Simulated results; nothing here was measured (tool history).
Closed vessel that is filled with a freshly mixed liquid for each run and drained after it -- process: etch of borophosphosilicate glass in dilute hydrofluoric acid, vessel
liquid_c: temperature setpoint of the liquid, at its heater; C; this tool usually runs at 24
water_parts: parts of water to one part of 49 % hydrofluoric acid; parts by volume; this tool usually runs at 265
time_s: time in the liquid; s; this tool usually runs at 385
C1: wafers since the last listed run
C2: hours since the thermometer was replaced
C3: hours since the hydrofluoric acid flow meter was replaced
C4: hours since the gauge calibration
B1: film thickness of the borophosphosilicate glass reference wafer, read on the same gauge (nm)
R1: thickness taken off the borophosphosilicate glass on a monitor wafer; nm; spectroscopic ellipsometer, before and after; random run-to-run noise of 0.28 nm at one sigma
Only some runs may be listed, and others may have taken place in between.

{"run": 1, "hour": 0.0, "liquid_c": 24, "water_parts": 265, "time_s": 240, "C1": 0, "C2": 282.9, "C3": 143.9, "C4": 272.2, "B1": 60, "R1": 28.15}
{"run": 2, "hour": 18.4, "liquid_c": 24, "water_parts": 265, "time_s": 240, "C1": 1671, "C2": 301.3, "C3": 162.3, "C4": 290.6, "B1": 60, "R1": 28.01}
{"run": 3, "hour": 43.0, "liquid_c": 24, "water_parts": 265, "time_s": 240, "C1": 2234, "C2": 325.9, "C3": 186.9, "C4": 315.2, "B1": 60.03, "R1": 27.95}
{"run": 4, "hour": 73.7, "liquid_c": 24, "water_parts": 265, "time_s": 385, "C1": 2788, "C2": 356.6, "C3": 217.6, "C4": 345.9, "B1": 60.03, "R1": 45.04}
{"run": 5, "hour": 95.1, "liquid_c": 24, "water_parts": 265, "time_s": 385, "C1": 1943, "C2": 378, "C3": 239, "C4": 367.3, "B1": 60, "R1": 44.31}
{"run": 6, "hour": 118.1, "liquid_c": 24, "water_parts": 265, "time_s": 385, "C1": 2088, "C2": 401, "C3": 262, "C4": 390.3, "B1": 59.98, "R1": 44.37}
{"run": 7, "hour": 132.5, "liquid_c": 24, "water_parts": 265, "time_s": 385, "C1": 1307, "C2": 415.4, "C3": 276.4, "C4": 404.7, "B1": 60.02, "R1": 43.87}
{"run": 8, "hour": 159.7, "liquid_c": 24, "water_parts": 265, "time_s": 385, "C1": 2470, "C2": 442.6, "C3": 303.6, "C4": 431.9, "B1": 59.98, "R1": 43.77}
{"run": 9, "hour": 189.7, "liquid_c": 24, "water_parts": 265, "time_s": 385, "C1": 2724, "C2": 472.6, "C3": 333.6, "C4": 461.9, "B1": 59.99, "R1": 43.85}
{"run": 10, "hour": 204.3, "liquid_c": 24, "water_parts": 265, "time_s": 285, "C1": 1326, "C2": 487.2, "C3": 348.2, "C4": 476.5, "B1": 60.05, "R1": 32.37}
{"hour": 212.8, "done": "gauge calibrated"}
{"run": 11, "hour": 234.8, "liquid_c": 26.5, "water_parts": 265, "time_s": 385, "C1": 2770, "C2": 517.7, "C3": 378.7, "C4": 22, "B1": 60.02, "R1": 47.68}
{"run": 12, "hour": 253.0, "liquid_c": 24, "water_parts": 265, "time_s": 385, "C1": 1653, "C2": 535.9, "C3": 396.9, "C4": 40.2, "B1": 59.98, "R1": 42.99}
{"run": 13, "hour": 279.8, "liquid_c": 20.5, "water_parts": 265, "time_s": 385, "C1": 2434, "C2": 562.7, "C3": 423.7, "C4": 67, "B1": 60.05, "R1": 38.23}
{"run": 14, "hour": 304.5, "liquid_c": 24, "water_parts": 265, "time_s": 385, "C1": 2243, "C2": 587.4, "C3": 448.4, "C4": 91.7, "B1": 60.01, "R1": 42.63}
{"hour": 336.1, "done": "hydrofluoric acid flow meter replaced"}
{"hour": 337.0, "done": "thermometer replaced"}
{"run": 15, "hour": 337.5, "liquid_c": 26.5, "water_parts": 265, "time_s": 385, "C1": 2825, "C2": 0.5, "C3": 1.4, "C4": 124.7, "B1": 59.99, "R1": 50.45}
{"run": 16, "hour": 348.3, "liquid_c": 27.5, "water_parts": 315, "time_s": 315, "C1": 980, "C2": 11.3, "C3": 12.2, "C4": 135.5, "B1": 60.03, "R1": 34.13}
{"run": 17, "hour": 373.4, "liquid_c": 19.5, "water_parts": 355, "time_s": 155, "C1": 2279, "C2": 36.4, "C3": 37.3, "C4": 160.6, "B1": 60.03, "R1": 11.05}
{"run": 18, "hour": 393.9, "liquid_c": 28, "water_parts": 225, "time_s": 385, "C1": 1861, "C2": 56.9, "C3": 57.8, "C4": 181.1, "B1": 59.99, "R1": 65.29}
{"run": 19, "hour": 420.6, "liquid_c": 24, "water_parts": 265, "time_s": 385, "C1": 2425, "C2": 83.6, "C3": 84.5, "C4": 207.8, "B1": 60, "R1": 46.03}
{"run": 20, "hour": 441.7, "liquid_c": 26, "water_parts": 265, "time_s": 170, "C1": 1916, "C2": 104.7, "C3": 105.6, "C4": 228.9, "B1": 60.04, "R1": 21.91}

Predict each of these 4 candidate next runs independently; none follows another, all start after run 20:
{"run": "A", "hour": 442.5, "liquid_c": 24, "water_parts": 265, "time_s": 215, "C1": 72, "C2": 105.5, "C3": 106.4, "C4": 229.7, "B1": "?", "R1": "?"}
{"run": "B", "hour": 442.5, "liquid_c": 20, "water_parts": 160, "time_s": 560, "C1": 72, "C2": 105.5, "C3": 106.4, "C4": 229.7, "B1": "?", "R1": "?"}
{"run": "C", "hour": 442.5, "liquid_c": 24, "water_parts": 265, "time_s": 275, "C1": 72, "C2": 105.5, "C3": 106.4, "C4": 229.7, "B1": "?", "R1": "?"}
{"run": "D", "hour": 442.5, "liquid_c": 21, "water_parts": 265, "time_s": 385, "C1": 72, "C2": 105.5, "C3": 106.4, "C4": 229.7, "B1": "?", "R1": "?"}

run=A B1=60 R1=25.76
run=B B1=60 R1=106.09
run=C B1=60 R1=32.94
run=D B1=60 R1=41.35
Had the tool no hidden state, the same runs would have come out as:
run=A R1=26.39
run=B R1=108.99
run=C R1=33.75
run=D R1=42.4
